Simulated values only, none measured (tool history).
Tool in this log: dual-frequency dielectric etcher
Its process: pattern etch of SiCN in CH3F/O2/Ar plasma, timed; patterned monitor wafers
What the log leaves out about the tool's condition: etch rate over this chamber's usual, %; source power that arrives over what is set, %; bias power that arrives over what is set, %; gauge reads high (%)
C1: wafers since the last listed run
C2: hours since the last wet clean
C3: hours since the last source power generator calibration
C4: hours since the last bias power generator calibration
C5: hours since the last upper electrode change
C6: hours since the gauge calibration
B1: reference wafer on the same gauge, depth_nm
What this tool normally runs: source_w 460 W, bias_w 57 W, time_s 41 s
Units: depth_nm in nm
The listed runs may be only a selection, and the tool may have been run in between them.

run 1 hour=0 | source_w=460 bias_w=57 time_s=41 | C1=0 C2=94.4 C3=4308.5 C4=4552.8 C5=3942.8 C6=740.6 | B1=16.21 | depth_nm=13.69
run 2 hour=22.7 | source_w=460 bias_w=52 time_s=31.5 | C1=395 C2=117.1 C3=4331.2 C4=4575.5 C5=3965.5 C6=763.3 | B1=16.21 | depth_nm=10.13
run 3 hour=42.9 | source_w=460 bias_w=52 time_s=31.5 | C1=351 C2=137.3 C3=4351.4 C4=4595.7 C5=3985.7 C6=783.5 | B1=16.19 | depth_nm=10.05
-- hour=52.2 gauge calibrated
run 4 hour=87 | source_w=510 bias_w=57 time_s=50.5 | C1=768 C2=181.4 C3=4395.5 C4=4639.8 C5=4029.8 C6=34.8 | B1=16.2 | depth_nm=17.28
run 5 hour=106.1 | source_w=510 bias_w=57 time_s=50.5 | C1=332 C2=200.5 C3=4414.6 C4=4658.9 C5=4048.9 C6=53.9 | B1=16.2 | depth_nm=17.34
run 6 hour=141.1 | source_w=430 bias_w=66 time_s=41 | C1=609 C2=235.5 C3=4449.6 C4=4693.9 C5=4083.9 C6=88.9 | B1=16.2 | depth_nm=14.13
run 7 hour=156.8 | source_w=570 bias_w=63 time_s=37 | C1=273 C2=251.2 C3=4465.3 C4=4709.6 C5=4099.6 C6=104.6 | B1=16.2 | depth_nm=13.77
run 8 hour=182.5 | source_w=460 bias_w=57 time_s=41 | C1=447 C2=276.9 C3=4491 C4=4735.3 C5=4125.3 C6=130.3 | B1=16.2 | depth_nm=13.56
-- hour=214.7 upper electrode replaced
run 9 hour=215.2 | source_w=460 bias_w=57 time_s=49.5 | C1=151 C2=309.6 C3=4523.7 C4=4768 C5=0.5 C6=163 | B1=16.2 | depth_nm=16.25
run 10 hour=241.4 | source_w=460 bias_w=57 time_s=31.5 | C1=456 C2=335.8 C3=4549.9 C4=4794.2 C5=26.7 C6=189.2 | B1=16.2 | depth_nm=10.4
run 11 hour=265.6 | source_w=560 bias_w=57 time_s=36 | C1=421 C2=360 C3=4574.1 C4=4818.4 C5=50.9 C6=213.4 | B1=16.2 | depth_nm=12.62
-- hour=305.3 bias power generator calibrated
-- hour=305.5 wet clean of the chamber
run 12 hour=330.7 | source_w=460 bias_w=57 time_s=48.5 | C1=1061 C2=25.2 C3=4639.2 C4=25.4 C5=116 C6=278.5 | B1=16.21 | depth_nm=16.23
run 13 hour=355.5 | source_w=500 bias_w=57 time_s=41 | C1=431 C2=50 C3=4664 C4=50.2 C5=140.8 C6=303.3 | B1=16.21 | depth_nm=14.09
run 14 hour=371.9 | source_w=460 bias_w=52 time_s=31.5 | C1=285 C2=66.4 C3=4680.4 C4=66.6 C5=157.2 C6=319.7 | B1=16.2 | depth_nm=10.1
run 15 hour=386 | source_w=510 bias_w=57 time_s=46.5 | C1=245 C2=80.5 C3=4694.5 C4=80.7 C5=171.3 C6=333.8 | B1=16.2 | depth_nm=16.05
run 16 hour=407.8 | source_w=460 bias_w=51 time_s=41 | C1=379 C2=102.3 C3=4716.3 C4=102.5 C5=193.1 C6=355.6 | B1=16.19 | depth_nm=12.99
-- hour=418 source power generator calibrated
run 17 hour=420.7 | source_w=460 bias_w=57 time_s=41 | C1=155 C2=115.2 C3=2.7 C4=115.4 C5=206 C6=368.5 | B1=16.2 | depth_nm=13.66
run 18 hour=447.2 | source_w=460 bias_w=57 time_s=53 | C1=461 C2=141.7 C3=29.2 C4=141.9 C5=232.5 C6=395 | B1=16.2 | depth_nm=17.58
run 19 hour=463.5 | source_w=460 bias_w=57 time_s=41 | C1=283 C2=158 C3=45.5 C4=158.2 C5=248.8 C6=411.3 | B1=16.2 | depth_nm=13.61
run 20 hour=487.3 | source_w=560 bias_w=62 time_s=49 | C1=414 C2=181.8 C3=69.3 C4=182 C5=272.6 C6=435.1 | B1=16.2 | depth_nm=18.09
run 21 hour=509.2 | source_w=460 bias_w=57 time_s=41 | C1=381 C2=203.7 C3=91.2 C4=203.9 C5=294.5 C6=457 | B1=16.2 | depth_nm=13.62
run 22 hour=522.9 | source_w=460 bias_w=57 time_s=41 | C1=238 C2=217.4 C3=104.9 C4=217.6 C5=308.2 C6=470.7 | B1=16.21 | depth_nm=13.6
run 23 hour=544.2 | source_w=460 bias_w=57 time_s=51.5 | C1=370 C2=238.7 C3=126.2 C4=238.9 C5=329.5 C6=492 | B1=16.19 | depth_nm=17
run 24 hour=561.1 | source_w=460 bias_w=57 time_s=41 | C1=294 C2=255.6 C3=143.1 C4=255.8 C5=346.4 C6=508.9 | B1=16.2 | depth_nm=13.63
run 25 hour=590.4 | source_w=530 bias_w=57 time_s=41 | C1=510 C2=284.9 C3=172.4 C4=285.1 C5=375.7 C6=538.2 | B1=16.2 | depth_nm=14.2
run 26 hour=624.8 | source_w=560 bias_w=64 time_s=37 | C1=599 C2=319.3 C3=206.8 C4=319.5 C5=410.1 C6=572.6 | B1=16.21 | depth_nm=13.63
run 27 hour=638.1 | source_w=420 bias_w=67 time_s=30.5 | C1=231 C2=332.6 C3=220.1 C4=332.8 C5=423.4 C6=585.9 | B1=16.21 | depth_nm=10.44
run 28 hour=666.1 | source_w=340 bias_w=57 time_s=33 | C1=487 C2=360.6 C3=248.1 C4=360.8 C5=451.4 C6=613.9 | B1=16.19 | depth_nm=9.92
-- hour=704.2 wet clean of the chamber
run 29 hour=704.7 | source_w=460 bias_w=57 time_s=41 | C1=254 C2=0.5 C3=286.7 C4=399.4 C5=490 C6=652.5 | B1=16.21 | depth_nm=13.74

Across each entry between runs, compare the hidden state at the last listed run before it with the hidden state at the first listed run after it:
Between runs 3 and 4: gauge calibrated (hour 52.2)
  etch rate over this chamber's usual, %: -0.583 -> -0.838
  measured value less the no-hidden-state value, depth_nm: -0.06 -> -0.15 nm
Between runs 8 and 9: upper electrode replaced (hour 214.7)
  etch rate over this chamber's usual, %: -1.39 -> -1.58
  measured value less the no-hidden-state value, depth_nm: -0.19 -> -0.26 nm
Between runs 11 and 12: bias power generator calibrated (hour 305.3); wet clean of the chamber (hour 305.5)
  etch rate over this chamber's usual, %: -1.87 -> -0.196
  measured value less the no-hidden-state value, depth_nm: -0.24 -> -0.03 nm
Between runs 16 and 17: source power generator calibrated (hour 418)
  etch rate over this chamber's usual, %: -0.643 -> -0.717
  measured value less the no-hidden-state value, depth_nm: -0.08 -> -0.1 nm
Between runs 28 and 29: wet clean of the chamber (hour 704.2)
  etch rate over this chamber's usual, %: -2.14 -> 0.223
  measured value less the no-hidden-state value, depth_nm: -0.21 -> +0.03 nm
